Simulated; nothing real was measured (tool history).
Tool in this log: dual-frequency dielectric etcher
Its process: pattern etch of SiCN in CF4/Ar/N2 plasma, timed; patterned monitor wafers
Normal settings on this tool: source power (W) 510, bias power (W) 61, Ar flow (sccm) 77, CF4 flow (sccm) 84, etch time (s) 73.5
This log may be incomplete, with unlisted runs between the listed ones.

run     day  source power (W)  bias power (W)  Ar flow (sccm)  CF4 flow (sccm)  etch time (s)  wafers since the last listed run  hours since the last wet clean  hours since the last source power generator calibration  hours since the last bias power generator calibration  hours since the last Ar flow controller change  hours since the last CF4 flow controller change  hours since the last upper electrode change  hours since the gauge calibration  read-back reference wafer on the same gauge, depth_nm  mean etch depth across the wafer (Å)
  1       0               470              68              69               84           66.5                                 0                            51.8                                                     41.1                                                   81.7                                           245.7                                            222.1                                       5343.5                              616.6                                                   59.2                                   646
  2   0.825               440              55              77               93           73.5                               298                            71.6                                                     60.9                                                  101.5                                           265.5                                            241.9                                       5363.3                              636.4                                                   59.3                                   621
      2.396  -- upper electrode replaced
  3   2.417               510              61              94               84           73.5                               214                           109.8                                                     99.1                                                  139.7                                           303.7                                            280.1                                          0.5                              674.6                                                   59.3                                   712
  4   3.296               510              61              77               84           61.5                               318                           130.9                                                    120.2                                                  160.8                                           324.8                                            301.2                                         21.6                              695.7                                                   59.3                                   609
      4.038  -- gauge calibrated
  5   4.525               510              61              77               84           73.5                               445                           160.4                                                    149.7                                                  190.3                                           354.3                                            330.7                                         51.1                               11.7                                                   59.2                                   725
  6   5.038               470              68              69               84           66.5                               185                           172.7                                                      162                                                  202.6                                           366.6                                              343                                         63.4                                 24                                                   59.3                                   649
  7   5.775               510              61              96              102           73.5                               267                           190.4                                                    179.7                                                  220.3                                           384.3                                            360.7                                         81.1                               41.7                                                   59.3                                   730
  8    6.95               510              61              77               84           73.5                               425                           218.6                                                    207.9                                                  248.5                                           412.5                                            388.9                                        109.3                               69.9                                                   59.3                                   729
  9   7.508               510              70              94               78           73.5                               202                             232                                                    221.3                                                  261.9                                           425.9                                            402.3                                        122.7                               83.3                                                   59.3                                   747
 10   8.192               400              61              84               84             68                               247                           248.4                                                    237.7                                                  278.3                                           442.3                                            418.7                                        139.1                               99.7                                                   59.3                                   541
 11   9.496               410              61              77               84           73.5                               472                           279.7                                                      269                                                  309.6                                           473.6                                              450                                        170.4                                131                                                   59.3                                   604
 12  10.021               510              61              68               67           73.5                               190                           292.3                                                    281.6                                                  322.2                                           486.2                                            462.6                                          183                              143.6                                                   59.3                                   715
 13  11.517               510              48              77               84           73.5                               541                           328.2                                                    317.5                                                  358.1                                           522.1                                            498.5                                        218.9                              179.5                                                   59.3                                   658
 14  12.979               510              49              86              105             61                               529                           363.3                                                    352.6                                                  393.2                                           557.2                                            533.6                                          254                              214.6                                                   59.3                                   563
 15  13.788               620              61              77               84           73.5                               292                           382.7                                                      372                                                  412.6                                           576.6                                              553                                        273.4                                234                                                   59.3                                   862
 16    14.4               610              52              96               84           51.5                               221                           397.4                                                    386.7                                                  427.3                                           591.3                                            567.7                                        288.1                              248.7                                                   59.3                                   544
 17  15.138               510              61              77               84             93                               267                           415.1                                                    404.4                                                    445                                             609                                            585.4                                        305.8                              266.4                                                   59.2                                   919
 18  15.725               510              75              86               84           73.5                               212                           429.2                                                    418.5                                                  459.1                                           623.1                                            599.5                                        319.9                              280.5                                                   59.3                                   785
 19  16.783               390              61              77               84             93                               383                           454.6                                                    443.9                                                  484.5                                           648.5                                            624.9                                        345.3                              305.9                                                   59.3                                   731
     18.229  -- wet clean of the chamber
 20   18.25               480              61              87              104           84.5                               169                             0.5                                                    479.1                                                  519.7                                           683.7                                            660.1                                        380.5                              341.1                                                   59.2                                   805

Forecast each of these 5 alternatives for the next run:
  A  18.267               510              54              77               84           73.5                                 6                             0.9                                                    479.5                                                  520.1                                           684.1                                            660.5                                        380.9                              341.5                                                      ?                                     ?
  B  18.267               510              61              91               84             92                                 6                             0.9                                                    479.5                                                  520.1                                           684.1                                            660.5                                        380.9                              341.5                                                      ?                                     ?
  C  18.267               510              61              90               91           73.5                                 6                             0.9                                                    479.5                                                  520.1                                           684.1                                            660.5                                        380.9                              341.5                                                      ?                                     ?
  D  18.267               430              61              85               92             58                                 6                             0.9                                                    479.5                                                  520.1                                           684.1                                            660.5                                        380.9                              341.5                                                      ?                                     ?
  E  18.267               510              61              77               91             55                                 6                             0.9                                                    479.5                                                  520.1                                           684.1                                            660.5                                        380.9                              341.5                                                      ?                                     ?

run  read-back reference wafer on the same gauge, depth_nm  mean etch depth across the wafer (Å)
  A                                                   59.4                                   694
  B                                                   59.4                                   896
  C                                                   59.4                                   725
  D                                                   59.4                                   497
  E                                                   59.4                                   551
Without the tool's unlogged condition, the same runs would have read:
run  mean etch depth across the wafer (Å)
  A                                   694
  B                                   896
  C                                   725
  D                                   497
  E                                   551
